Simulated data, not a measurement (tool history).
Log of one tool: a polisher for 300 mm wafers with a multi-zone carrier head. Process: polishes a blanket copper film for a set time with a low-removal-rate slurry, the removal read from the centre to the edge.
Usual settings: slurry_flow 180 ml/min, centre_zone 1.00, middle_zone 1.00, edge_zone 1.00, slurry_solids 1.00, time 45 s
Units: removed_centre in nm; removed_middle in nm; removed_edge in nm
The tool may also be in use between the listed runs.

run	hour	slurry_flow	centre_zone	middle_zone	edge_zone	slurry_solids	time	incoming thickness of the incoming film, nm	removed_centre	removed_middle	removed_edge
1	0.0	180	1.00	1.00	1.00	1.00	45	623.5	115.1	118.3	116.0
# hour 30.1: worn pad replaced by a new one
# hour 30.4: centre zone pressure recalibrated
2	100.0	180	1.00	1.00	1.00	1.00	45	626.7	114.4	117.5	117.5
3	117.2	180	1.00	1.00	1.00	1.00	45	625.7	112.8	118.6	118.6
4	145.2	180	1.00	1.00	1.00	1.00	45	626.8	114.2	114.9	115.4
5	170.6	180	1.00	1.00	1.00	1.00	45	632.0	113.4	113.1	120.4
# hour 199.9: worn pad replaced by a new one
# hour 206.8: carrier head's membrane replaced by a new one
6	207.3	180	1.00	1.00	1.00	1.00	45	639.3	111.0	115.4	116.9
# hour 228.9: slurry nozzle cleaned
7	233.4	180	1.00	1.00	1.00	1.00	45	617.2	121.9	122.0	123.1
8	262.6	180	1.00	1.00	1.00	1.10	45	631.6	125.7	124.3	123.1
9	292.1	180	1.00	1.00	1.00	1.00	45	634.1	119.2	123.0	121.6
10	325.8	130	1.09	1.06	1.00	1.00	58	630.0	161.1	157.9	151.4
# hour 381.7: worn pad replaced by a new one
# hour 410.4: edge zone pressure recalibrated
11	430.3	135	0.95	1.00	1.00	0.85	45	640.6	103.6	110.8	113.0
12	457.1	180	1.10	1.00	1.00	1.00	45	634.8	129.4	118.1	119.6
13	473.0	180	1.00	1.00	1.00	1.00	45	631.2	118.5	119.1	122.0
14	503.2	180	1.00	1.00	1.00	1.00	45	628.3	119.8	117.9	121.2
15	516.3	225	1.00	1.00	1.03	1.00	45	628.4	117.9	123.4	119.7
16	530.7	180	1.00	0.91	1.11	1.00	45	627.4	116.0	111.3	126.1
17	561.7	180	1.06	1.00	1.07	1.00	41	633.2	114.1	108.4	112.6
# hour 581.6: worn pad replaced by a new one
18	588.9	180	1.00	1.00	1.00	1.00	45	624.0	116.2	117.6	118.1
19	605.9	140	1.00	0.89	1.00	1.00	45	631.2	112.8	105.1	118.6
20	636.9	200	1.00	0.94	1.00	1.00	45	627.5	119.4	112.6	120.0

5 ways to go on from here, each from the tool as it stands after run 20. What would each give?
A	637.3	180	1.00	1.00	1.00	1.00	45	640.5	?	?	?
B	637.3	180	1.00	1.00	1.11	1.00	45	640.5	?	?	?
C	637.3	180	1.00	1.00	1.00	1.00	60	640.5	?	?	?
D	637.3	180	0.96	1.07	1.00	1.10	60	640.5	?	?	?
E	637.3	145	1.00	1.00	0.91	0.80	45	640.5	?	?	?

run	removed_centre	removed_middle	removed_edge
A	117.1	119.1	116.6
B	117.1	119.1	122.7
C	156.1	158.8	155.4
D	153.8	172.7	159.4
E	106.8	109.1	102.9
Without the tool's hidden state the same runs would have given:
run	removed_centre	removed_middle	removed_edge
A	122.2	123.7	119.8
B	122.2	123.7	126.2
C	163.0	165.0	159.8
D	160.6	179.4	163.8
E	112.2	113.9	106.1

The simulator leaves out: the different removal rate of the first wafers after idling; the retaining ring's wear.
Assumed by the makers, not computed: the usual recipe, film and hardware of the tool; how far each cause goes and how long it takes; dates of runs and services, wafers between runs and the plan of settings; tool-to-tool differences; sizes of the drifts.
